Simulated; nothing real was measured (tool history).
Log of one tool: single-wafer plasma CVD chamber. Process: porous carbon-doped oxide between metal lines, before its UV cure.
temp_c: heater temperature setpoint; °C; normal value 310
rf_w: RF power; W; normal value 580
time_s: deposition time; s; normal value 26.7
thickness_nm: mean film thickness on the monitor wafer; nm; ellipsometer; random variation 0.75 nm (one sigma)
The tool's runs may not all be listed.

run   hour  temp_c  rf_w  time_s  read-back reference wafer on the same gauge, thickness_nm  thickness_nm
  1    0.0     310   580    26.7                                                    159.845       139.458
  2   34.4     310   580    26.7                                                    160.122       139.263
  3  101.6     310   580    26.7                                                    159.984       139.316
  4  153.7     317   580    26.7                                                    159.905       133.036
  5  228.4     317   580    26.7                                                    160.068       132.909
  6  281.4     317   580    26.7                                                    160.034       132.618
  7  329.7     310   580    26.7                                                    160.068       136.772
     373.8  -- showerhead replaced
  8  400.0     310   665    26.7                                                    159.858       151.444
  9  434.4     310   665    26.7                                                    159.671       151.699
     442.7  -- gauge calibrated
 10  481.5     310   580    26.7                                                    160.452       136.719
 11  516.0     310   645    28.2                                                    159.977       154.911
 12  578.9     310   580    26.7                                                    159.806       136.112
 13  643.8     302   580    31.6                                                    159.946       169.099
     662.6  -- RF generator calibrated
 14  702.0     297   535    28.7                                                    160.148       143.493
 15  748.4     310   610    22.1                                                    160.037       113.400
     784.1  -- thermocouple changed; heater temperature recalibrated
 16  784.6     323   470    22.0                                                    160.316        85.639
 17  820.5     304   670    30.7                                                    160.025       172.900
     870.5  -- RF generator calibrated, repeated, since the last time left the tool worse
 18  872.2     310   580    26.7                                                    159.874       142.513
 19  918.3     310   490    24.5                                                    159.924       115.096
 20  984.7     305   645    29.5                                                    160.144       176.627

Measured result minus the same run's result without the hidden state. Both carry the same run-to-run variation, though not necessarily the same gauge scatter:
Hidden conditions of the tool in this case: wafer temperature above the value expected at the setpoint (K); delivered RF power above the setpoint (%); gauge reads high (%).
run  thickness_nm
  1        -2.925
  2        -3.082
  3        -3.416
  4        -3.527
  5        -3.929
  6        -4.228
  7        -4.664
  8        -5.622
  9        -5.898
 10        -5.728
 11        -6.756
 12        -6.465
 13        -8.708
 14       -12.255
 15        -9.432
 16        -8.499
 17       -14.330
 18        -0.356
 19        -0.304
 20        -0.476
